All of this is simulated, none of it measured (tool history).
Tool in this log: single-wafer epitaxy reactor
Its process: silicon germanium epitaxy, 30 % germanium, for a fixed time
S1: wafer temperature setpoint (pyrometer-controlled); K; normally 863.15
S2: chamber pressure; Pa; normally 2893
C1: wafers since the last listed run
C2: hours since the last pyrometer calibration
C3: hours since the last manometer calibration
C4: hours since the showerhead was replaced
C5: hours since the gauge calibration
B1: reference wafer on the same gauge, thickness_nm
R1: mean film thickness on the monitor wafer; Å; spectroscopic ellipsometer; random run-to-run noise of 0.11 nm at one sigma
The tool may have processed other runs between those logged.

| run | hour | S1 | S2 | C1 | C2 | C3 | C4 | C5 | B1 | R1 |
|---|---|---|---|---|---|---|---|---|---|---|
| 1 | 0.0 | 863.15 | 2893 | 0 | 884.2 | 749.8 | 3350.5 | 1204.5 | 52.022 | 507.19 |
| 2 | 75.9 | 863.15 | 2893 | 1292 | 960.1 | 825.7 | 3426.4 | 1280.4 | 51.999 | 506.05 |
| 3 | 161.4 | 863.15 | 2893 | 1455 | 1045.6 | 911.2 | 3511.9 | 1365.9 | 52.009 | 505.00 |
| 4 | 258.3 | 863.15 | 2893 | 1649 | 1142.5 | 1008.1 | 3608.8 | 1462.8 | 52.010 | 503.29 |
| 5 | 321.0 | 863.15 | 2893 | 1067 | 1205.2 | 1070.8 | 3671.5 | 1525.5 | 52.007 | 502.73 |
|  | 388.1 | pyrometer calibrated |
| 6 | 396.5 | 863.15 | 2893 | 1149 | 8.4 | 1146.3 | 3747.0 | 1601.0 | 52.010 | 503.02 |
|  | 727.4 | capacitance manometer re-zeroed and calibrated |
| 7 | 727.9 | 863.15 | 2893 | 5506 | 339.8 | 0.5 | 4078.4 | 1932.4 | 52.006 | 506.83 |
| 8 | 801.8 | 873.15 | 2893 | 1258 | 413.7 | 74.4 | 4152.3 | 2006.3 | 51.990 | 621.16 |
| 9 | 865.0 | 873.15 | 2893 | 1076 | 476.9 | 137.6 | 4215.5 | 2069.5 | 52.027 | 618.46 |
|  | 874.4 | showerhead replaced |
| 10 | 965.0 | 863.15 | 2466 | 1566 | 576.9 | 237.6 | 90.6 | 2169.5 | 51.980 | 481.40 |
| 11 | 1064.4 | 863.15 | 2466 | 1692 | 676.3 | 337.0 | 190.0 | 2268.9 | 52.004 | 484.00 |
| 12 | 1106.6 | 863.15 | 2893 | 718 | 718.5 | 379.2 | 232.2 | 2311.1 | 51.978 | 506.83 |
| 13 | 1151.9 | 854.15 | 2226 | 771 | 763.8 | 424.5 | 277.5 | 2356.4 | 52.000 | 390.69 |
|  | 1324.9 | gauge calibrated |
| 14 | 1356.0 | 850.15 | 2893 | 3475 | 967.9 | 628.6 | 481.6 | 31.1 | 52.019 | 390.73 |
| 15 | 1660.9 | 863.15 | 2893 | 5191 | 1272.8 | 933.5 | 786.5 | 336.0 | 52.004 | 506.27 |
|  | 1738.4 | pyrometer calibrated |
| 16 | 1751.2 | 877.15 | 2293 | 1401 | 12.8 | 1023.8 | 876.8 | 426.3 | 51.983 | 611.63 |
| 17 | 1845.9 | 863.15 | 2893 | 1612 | 107.5 | 1118.5 | 971.5 | 521.0 | 51.998 | 504.52 |
| 18 | 1946.5 | 858.15 | 3266 | 1712 | 208.1 | 1219.1 | 1072.1 | 621.6 | 52.001 | 475.42 |
| 19 | 2007.8 | 872.15 | 2226 | 1043 | 269.4 | 1280.4 | 1133.4 | 682.9 | 51.989 | 550.76 |
|  | 2019.3 | capacitance manometer re-zeroed and calibrated |
| 20 | 2111.6 | 863.15 | 2893 | 1631 | 373.2 | 92.3 | 1237.2 | 786.7 | 51.989 | 508.75 |
| 21 | 2216.6 | 863.15 | 2893 | 1787 | 478.2 | 197.3 | 1342.2 | 891.7 | 51.997 | 506.73 |
| 22 | 2265.7 | 863.15 | 3413 | 835 | 527.3 | 246.4 | 1391.3 | 940.8 | 51.999 | 533.34 |
| 23 | 2359.3 | 873.15 | 2666 | 1593 | 620.9 | 340.0 | 1484.9 | 1034.4 | 52.014 | 599.64 |
| 24 | 2439.7 | 858.15 | 2893 | 1368 | 701.3 | 420.4 | 1565.3 | 1114.8 | 51.996 | 457.88 |
| 25 | 2486.4 | 871.15 | 2893 | 795 | 748.0 | 467.1 | 1612.0 | 1161.5 | 51.998 | 592.08 |
| 26 | 2527.0 | 878.15 | 2480 | 691 | 788.6 | 507.7 | 1652.6 | 1202.1 | 52.019 | 645.58 |
| 27 | 2633.9 | 863.15 | 2893 | 1820 | 895.5 | 614.6 | 1759.5 | 1309.0 | 52.013 | 507.11 |
| 28 | 2710.3 | 863.15 | 2680 | 1300 | 971.9 | 691.0 | 1835.9 | 1385.4 | 52.001 | 493.65 |
| 29 | 2770.6 | 853.15 | 2893 | 1026 | 1032.2 | 751.3 | 1896.2 | 1445.7 | 52.010 | 415.42 |
| 30 | 2809.2 | 854.15 | 2226 | 657 | 1070.8 | 789.9 | 1934.8 | 1484.3 | 52.002 | 391.71 |
| 31 | 2865.7 | 873.15 | 2893 | 961 | 1127.3 | 846.4 | 1991.3 | 1540.8 | 51.989 | 615.07 |
| 32 | 2930.9 | 868.15 | 3133 | 1110 | 1192.5 | 911.6 | 2056.5 | 1606.0 | 52.010 | 571.10 |
| 33 | 3015.1 | 863.15 | 2893 | 1433 | 1276.7 | 995.8 | 2140.7 | 1690.2 | 52.011 | 505.05 |
| 34 | 3071.4 | 871.15 | 2186 | 958 | 1333.0 | 1052.1 | 2197.0 | 1746.5 | 51.994 | 539.72 |

5 options for the next run, each taken on its own from the tool as it stands now. Forecast them:
| A | 3071.8 | 863.15 | 2893 | 6 | 1333.4 | 1052.5 | 2197.4 | 1746.9 | ? | ? |
| B | 3071.8 | 868.15 | 3480 | 6 | 1333.4 | 1052.5 | 2197.4 | 1746.9 | ? | ? |
| C | 3071.8 | 863.15 | 2253 | 6 | 1333.4 | 1052.5 | 2197.4 | 1746.9 | ? | ? |
| D | 3071.8 | 854.15 | 2626 | 6 | 1333.4 | 1052.5 | 2197.4 | 1746.9 | ? | ? |
| E | 3071.8 | 877.15 | 3520 | 6 | 1333.4 | 1052.5 | 2197.4 | 1746.9 | ? | ? |

| run | B1 | R1 |
|---|---|---|
| A | 51.995 | 503.74 |
| B | 51.995 | 590.11 |
| C | 51.995 | 465.76 |
| D | 51.995 | 408.35 |
| E | 51.995 | 704.32 |
The same runs, with their run-to-run variation unchanged, on a tool lacking any hidden condition would have given:
| run | R1 |
|---|---|
| A | 508.08 |
| B | 595.20 |
| C | 469.78 |
| D | 411.87 |
| E | 710.39 |

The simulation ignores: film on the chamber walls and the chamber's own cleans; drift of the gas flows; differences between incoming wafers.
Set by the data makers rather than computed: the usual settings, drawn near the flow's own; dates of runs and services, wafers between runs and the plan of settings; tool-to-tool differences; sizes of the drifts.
